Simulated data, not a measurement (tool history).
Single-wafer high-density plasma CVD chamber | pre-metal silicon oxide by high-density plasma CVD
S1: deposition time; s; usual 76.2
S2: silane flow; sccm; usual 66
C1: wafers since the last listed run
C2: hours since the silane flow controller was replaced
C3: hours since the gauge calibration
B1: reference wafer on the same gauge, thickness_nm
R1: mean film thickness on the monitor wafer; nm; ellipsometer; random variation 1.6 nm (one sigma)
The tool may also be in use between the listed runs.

run   hour    S1  S2    C1      C2     C3       B1       R1
  1    0.0  76.2  66     0  2272.1  315.8  591.684  568.972
  2   16.1  76.2  66   165  2288.2  331.9  592.620  569.478
  3   38.3  76.2  66   228  2310.4  354.1  592.471  571.227
  4   63.4  76.2  66   258  2335.5  379.2  591.753  571.818
  5   80.2  76.2  66   172  2352.3  396.0  592.547  570.384
  6   95.2  76.2  66   154  2367.3  411.0  591.633  571.072
  7  128.7  76.2  59   344  2400.8  444.5  591.708  513.852
  8  152.1  76.2  59   240  2424.2  467.9  591.828  510.352
  9  177.9  82.3  66   265  2450.0  493.7  591.747  623.132
 10  206.0  76.2  73   288  2478.1  521.8  592.300  635.465
 11  223.0  76.2  73   174  2495.1  538.8  592.069  636.775
 12  244.9  76.2  66   225  2517.0  560.7  591.906  574.892
 13  309.7  86.3  66   666  2581.8  625.5  591.800  649.101
 14  323.5  87.6  76   141  2595.6  639.3  592.040  764.225
 15  349.6  72.1  77   268  2621.7  665.4  591.740  633.745
 16  380.1  65.7  74   313  2652.2  695.9  592.107  552.772
 17  415.4  76.2  78   363  2687.5  731.2  592.257  680.221
 18  438.5  62.8  61   237  2710.6  754.3  592.162  440.014
     468.0  -- silane flow controller replaced
 19  468.5  67.1  79   226     0.5  784.3  591.647  575.933
     472.5  -- gauge calibrated
 20  496.9  76.2  66   292    28.9   24.4  592.343  548.834
 21  597.1  82.0  76  1030   129.1  124.6  592.371  680.662
 22  615.8  70.0  79   192   147.8  143.3  591.685  605.087
 23  639.1  66.6  72   239   171.1  166.6  591.856  524.986

4 ways to go on from here, each from the tool as it stands after run 23. What would each give?
  A  639.5  76.2  66   4  171.5  167.0   ?   ?
  B  639.5  90.1  66   4  171.5  167.0   ?   ?
  C  639.5  87.0  66   4  171.5  167.0   ?   ?
  D  639.5  61.4  76   4  171.5  167.0   ?   ?

run       B1       R1
  A  592.518  549.481
  B  592.518  649.714
  C  592.518  627.360
  D  592.518  509.842
Without the tool's hidden state the same runs would have given:
run       R1
  A  546.371
  B  646.037
  C  623.809
  D  506.956
